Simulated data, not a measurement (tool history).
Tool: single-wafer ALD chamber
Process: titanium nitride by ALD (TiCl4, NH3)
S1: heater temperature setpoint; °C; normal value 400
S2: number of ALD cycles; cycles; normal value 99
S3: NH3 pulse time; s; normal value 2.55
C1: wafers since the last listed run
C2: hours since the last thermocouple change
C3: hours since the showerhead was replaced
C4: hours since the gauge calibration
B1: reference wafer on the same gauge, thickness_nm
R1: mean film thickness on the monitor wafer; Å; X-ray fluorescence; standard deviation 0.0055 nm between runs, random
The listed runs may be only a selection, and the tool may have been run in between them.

run,hour,S1,S2,S3,C1,C2,C3,C4,B1,R1
1,0.0,400,114,2.87,0,1373.9,2570.8,8.5,2.264,25.73
2,23.9,400,114,2.87,73,1397.8,2594.7,32.4,2.260,25.60
3,41.2,400,99,2.55,53,1415.1,2612.0,49.7,2.262,22.09
4,71.4,400,99,2.55,93,1445.3,2642.2,79.9,2.262,22.07
5,87.2,400,99,2.55,48,1461.1,2658.0,95.7,2.257,22.14
6,103.3,400,99,2.55,49,1477.2,2674.1,111.8,2.257,22.12
7,136.8,400,99,2.55,103,1510.7,2707.6,145.3,2.254,22.22
8,159.7,400,99,2.55,70,1533.6,2730.5,168.2,2.250,22.07
9,191.6,400,99,2.55,98,1565.5,2762.4,200.1,2.251,22.08
10,221.0,400,99,2.55,90,1594.9,2791.8,229.5,2.249,22.00
11,235.2,400,99,2.55,43,1609.1,2806.0,243.7,2.246,22.11
12,263.7,400,99,2.55,87,1637.6,2834.5,272.2,2.245,22.03
13,293.8,400,99,2.55,92,1667.7,2864.6,302.3,2.244,21.94
14,312.5,400,99,2.55,57,1686.4,2883.3,321.0,2.239,21.91
15,332.6,400,105,1.77,62,1706.5,2903.4,341.1,2.241,22.95
# hour 350.1: thermocouple changed; heater temperature recalibrated
16,362.0,400,99,2.55,66,11.9,2932.8,370.5,2.239,21.91
# hour 376.0: gauge calibrated
# hour 383.1: showerhead replaced
17,389.8,389,111,2.55,61,39.7,6.7,13.8,2.260,24.59
18,418.8,390,80,2.01,89,68.7,35.7,42.8,2.259,17.56
19,445.0,411,108,3.01,80,94.9,61.9,69.0,2.255,24.22
20,461.2,400,109,2.55,50,111.1,78.1,85.2,2.256,24.33
21,480.6,400,113,2.84,59,130.5,97.5,104.6,2.254,25.37
22,509.8,400,99,2.55,90,159.7,126.7,133.8,2.251,22.05
23,545.2,407,116,2.55,109,195.1,162.1,169.2,2.252,25.92
24,564.0,391,86,3.41,58,213.9,180.9,188.0,2.248,19.22
25,586.0,400,114,2.55,67,235.9,202.9,210.0,2.244,25.42
26,611.5,400,99,3.23,78,261.4,228.4,235.5,2.240,22.22
27,647.3,396,87,1.71,110,297.2,264.2,271.3,2.241,18.93
28,667.6,400,99,2.55,62,317.5,284.5,291.6,2.239,21.86
29,695.2,386,81,2.15,85,345.1,312.1,319.2,2.240,17.57

Branching from run 29: 4 alternative next runs. What would each branch give?
A,695.8,400,99,2.55,1,345.7,312.7,319.8,?,?
B,695.8,400,87,3.10,1,345.7,312.7,319.8,?,?
C,695.8,388,99,3.12,1,345.7,312.7,319.8,?,?
D,695.8,406,116,3.55,1,345.7,312.7,319.8,?,?

run,B1,R1
A,2.240,21.85
B,2.240,19.34
C,2.240,21.84
D,2.240,25.91
Take away the tool's hidden state, keep each run's random variation, and the runs would have read:
run,R1
A,22.07
B,19.53
C,22.05
D,26.16
